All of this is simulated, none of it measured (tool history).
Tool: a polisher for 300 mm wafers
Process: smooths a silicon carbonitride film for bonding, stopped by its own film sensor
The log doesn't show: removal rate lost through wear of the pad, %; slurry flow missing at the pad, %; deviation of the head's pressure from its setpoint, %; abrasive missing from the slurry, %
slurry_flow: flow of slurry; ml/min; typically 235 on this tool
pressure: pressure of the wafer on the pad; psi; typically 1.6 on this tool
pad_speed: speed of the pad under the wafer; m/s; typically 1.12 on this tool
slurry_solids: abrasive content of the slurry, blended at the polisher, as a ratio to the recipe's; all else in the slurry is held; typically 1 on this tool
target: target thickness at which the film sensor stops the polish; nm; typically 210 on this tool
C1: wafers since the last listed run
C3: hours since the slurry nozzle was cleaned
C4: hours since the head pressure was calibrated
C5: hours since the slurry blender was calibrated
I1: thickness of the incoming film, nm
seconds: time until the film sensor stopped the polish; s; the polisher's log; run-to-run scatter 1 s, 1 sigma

run 1 hour=0 | slurry_flow=235 pressure=1.6 pad_speed=1.12 slurry_solids=1 target=210 | C1=0 wafers_polished_on_this_pad=777 C3=191.7 C4=496.1 C5=134.2 | I1=228.9 | seconds=72.1
run 2 hour=18.8 | slurry_flow=235 pressure=1.6 pad_speed=1.12 slurry_solids=1 target=210 | C1=183 wafers_polished_on_this_pad=960 C3=210.5 C4=514.9 C5=153 | I1=234.5 | seconds=93.6
run 3 hour=52.8 | slurry_flow=235 pressure=1.6 pad_speed=1.12 slurry_solids=1 target=210 | C1=331 wafers_polished_on_this_pad=1292 C3=244.5 C4=548.9 C5=187 | I1=229.7 | seconds=74.5
run 4 hour=65.9 | slurry_flow=235 pressure=1.6 pad_speed=1.12 slurry_solids=1 target=210 | C1=127 wafers_polished_on_this_pad=1420 C3=257.6 C4=562 C5=200.1 | I1=226.3 | seconds=63.5
-- hour=71.9 slurry blender recalibrated
run 5 hour=97.9 | slurry_flow=235 pressure=1.6 pad_speed=1.12 slurry_solids=0.75 target=210 | C1=292 wafers_polished_on_this_pad=1712 C3=289.6 C4=594 C5=26 | I1=230.8 | seconds=93.3
run 6 hour=117.8 | slurry_flow=175 pressure=1.6 pad_speed=1.12 slurry_solids=0.85 target=210 | C1=194 wafers_polished_on_this_pad=1906 C3=309.5 C4=613.9 C5=45.9 | I1=231.9 | seconds=92.8
-- hour=139.3 worn pad replaced by a new one
run 7 hour=147.7 | slurry_flow=235 pressure=1.6 pad_speed=1.12 slurry_solids=1 target=210 | C1=252 wafers_polished_on_this_pad=81 C3=339.4 C4=643.8 C5=75.8 | I1=232.1 | seconds=86.7
run 8 hour=169.8 | slurry_flow=235 pressure=1.6 pad_speed=1.12 slurry_solids=1 target=210 | C1=215 wafers_polished_on_this_pad=297 C3=361.5 C4=665.9 C5=97.9 | I1=229.5 | seconds=75.3
run 9 hour=193.2 | slurry_flow=235 pressure=2 pad_speed=0.8 slurry_solids=1 target=210 | C1=228 wafers_polished_on_this_pad=525 C3=384.9 C4=689.3 C5=121.3 | I1=229.8 | seconds=83.2
run 10 hour=209.5 | slurry_flow=235 pressure=1.6 pad_speed=1.12 slurry_solids=1 target=214 | C1=158 wafers_polished_on_this_pad=684 C3=401.2 C4=705.6 C5=137.6 | I1=231.2 | seconds=66.9
run 11 hour=238.3 | slurry_flow=235 pressure=1.6 pad_speed=1.12 slurry_solids=1 target=210 | C1=280 wafers_polished_on_this_pad=965 C3=430 C4=734.4 C5=166.4 | I1=232.6 | seconds=88.4
run 12 hour=268.9 | slurry_flow=190 pressure=1.6 pad_speed=1.12 slurry_solids=1 target=210 | C1=298 wafers_polished_on_this_pad=1263 C3=460.6 C4=765 C5=197 | I1=232.1 | seconds=90.3
run 13 hour=288.5 | slurry_flow=235 pressure=1.6 pad_speed=1.12 slurry_solids=1.1 target=210 | C1=191 wafers_polished_on_this_pad=1454 C3=480.2 C4=784.6 C5=216.6 | I1=229.5 | seconds=74
-- hour=324.7 slurry blender recalibrated
run 14 hour=350 | slurry_flow=310 pressure=1.6 pad_speed=0.76 slurry_solids=1 target=216 | C1=580 wafers_polished_on_this_pad=2034 C3=541.7 C4=846.1 C5=25.3 | I1=231.4 | seconds=80
-- hour=355.3 worn pad replaced by a new one
run 15 hour=363.5 | slurry_flow=200 pressure=2.2 pad_speed=1.12 slurry_solids=0.9 target=214 | C1=92 wafers_polished_on_this_pad=80 C3=555.2 C4=859.6 C5=38.8 | I1=229.2 | seconds=50.3
run 16 hour=377.1 | slurry_flow=235 pressure=1.6 pad_speed=0.82 slurry_solids=1.25 target=210 | C1=132 wafers_polished_on_this_pad=212 C3=568.8 C4=873.2 C5=52.4 | I1=230.9 | seconds=96.6
run 17 hour=412.9 | slurry_flow=235 pressure=2 pad_speed=0.74 slurry_solids=0.9 target=213 | C1=349 wafers_polished_on_this_pad=561 C3=604.6 C4=909 C5=88.2 | I1=230.6 | seconds=83.6
run 18 hour=473.6 | slurry_flow=235 pressure=1.8 pad_speed=1.12 slurry_solids=1 target=215 | C1=591 wafers_polished_on_this_pad=1153 C3=665.3 C4=969.7 C5=148.9 | I1=233.1 | seconds=66.9
run 19 hour=507 | slurry_flow=235 pressure=1.6 pad_speed=1.12 slurry_solids=1 target=210 | C1=325 wafers_polished_on_this_pad=1479 C3=698.7 C4=1003.1 C5=182.3 | I1=230.5 | seconds=84.4
-- hour=522 head pressure recalibrated
-- hour=523.2 slurry nozzle cleaned
run 20 hour=523.7 | slurry_flow=215 pressure=1.6 pad_speed=1.12 slurry_solids=1 target=210 | C1=133 wafers_polished_on_this_pad=1612 C3=0.5 C4=1.7 C5=199 | I1=227.5 | seconds=66.5
run 21 hour=539 | slurry_flow=235 pressure=1.8 pad_speed=1.38 slurry_solids=0.8 target=210 | C1=149 wafers_polished_on_this_pad=1762 C3=15.8 C4=17 C5=214.3 | I1=226.2 | seconds=51.1
-- hour=552 slurry blender recalibrated
run 22 hour=562.1 | slurry_flow=235 pressure=1.6 pad_speed=1.12 slurry_solids=1 target=210 | C1=205 wafers_polished_on_this_pad=1967 C3=38.9 C4=40.1 C5=10.1 | I1=234.2 | seconds=89.7
run 23 hour=587.3 | slurry_flow=235 pressure=1.1 pad_speed=0.86 slurry_solids=1.2 target=207 | C1=245 wafers_polished_on_this_pad=2213 C3=64.1 C4=65.3 C5=35.3 | I1=231.2 | seconds=140.7
-- hour=621.8 worn pad replaced by a new one
run 24 hour=622.3 | slurry_flow=175 pressure=1.6 pad_speed=0.96 slurry_solids=0.9 target=212 | C1=302 wafers_polished_on_this_pad=4 C3=99.1 C4=100.3 C5=70.3 | I1=227.4 | seconds=71.6
run 25 hour=639 | slurry_flow=285 pressure=1.6 pad_speed=1.12 slurry_solids=1 target=210 | C1=162 wafers_polished_on_this_pad=167 C3=115.8 C4=117 C5=87 | I1=232.9 | seconds=86
run 26 hour=663.7 | slurry_flow=235 pressure=1.6 pad_speed=1.12 slurry_solids=1 target=210 | C1=240 wafers_polished_on_this_pad=408 C3=140.5 C4=141.7 C5=111.7 | I1=231.6 | seconds=82
run 27 hour=696.4 | slurry_flow=235 pressure=1.6 pad_speed=1.12 slurry_solids=1 target=210 | C1=318 wafers_polished_on_this_pad=727 C3=173.2 C4=174.4 C5=144.4 | I1=228.6 | seconds=71.7
run 28 hour=725.2 | slurry_flow=235 pressure=1.6 pad_speed=0.86 slurry_solids=1.3 target=206 | C1=280 wafers_polished_on_this_pad=1008 C3=202 C4=203.2 C5=173.2 | I1=232.7 | seconds=113.4
run 29 hour=758 | slurry_flow=290 pressure=1.6 pad_speed=1.12 slurry_solids=1 target=216 | C1=319 wafers_polished_on_this_pad=1327 C3=234.8 C4=236 C5=206 | I1=230.9 | seconds=53.8

Consider 5 possible next runs. They are alternatives, not a sequence: every one starts from the tool as it was left by run 29. What does each give?
run A hour=758.5 | slurry_flow=280 pressure=1.6 pad_speed=1.12 slurry_solids=1 target=210 | C1=4 wafers_polished_on_this_pad=1332 C3=235.3 C4=236.5 C5=206.5 | I1=226.6 | seconds=?
run B hour=758.5 | slurry_flow=235 pressure=1.1 pad_speed=0.76 slurry_solids=1.2 target=205 | C1=4 wafers_polished_on_this_pad=1332 C3=235.3 C4=236.5 C5=206.5 | I1=226.6 | seconds=?
run C hour=758.5 | slurry_flow=235 pressure=1.6 pad_speed=0.86 slurry_solids=1 target=205 | C1=4 wafers_polished_on_this_pad=1332 C3=235.3 C4=236.5 C5=206.5 | I1=226.6 | seconds=?
run D hour=758.5 | slurry_flow=165 pressure=1.6 pad_speed=1.12 slurry_solids=0.85 target=210 | C1=4 wafers_polished_on_this_pad=1332 C3=235.3 C4=236.5 C5=206.5 | I1=226.6 | seconds=?
run E hour=758.5 | slurry_flow=260 pressure=1.6 pad_speed=0.86 slurry_solids=1.15 target=210 | C1=4 wafers_polished_on_this_pad=1332 C3=235.3 C4=236.5 C5=206.5 | I1=226.6 | seconds=?

run=A seconds=62.9
run=B seconds=143.5
run=C seconds=103.1
run=D seconds=72.3
run=E seconds=74
Without the tool's unlogged condition, the same runs would have read:
run=A seconds=61.9
run=B seconds=141
run=C seconds=101.3
run=D seconds=70.6
run=E seconds=72.8
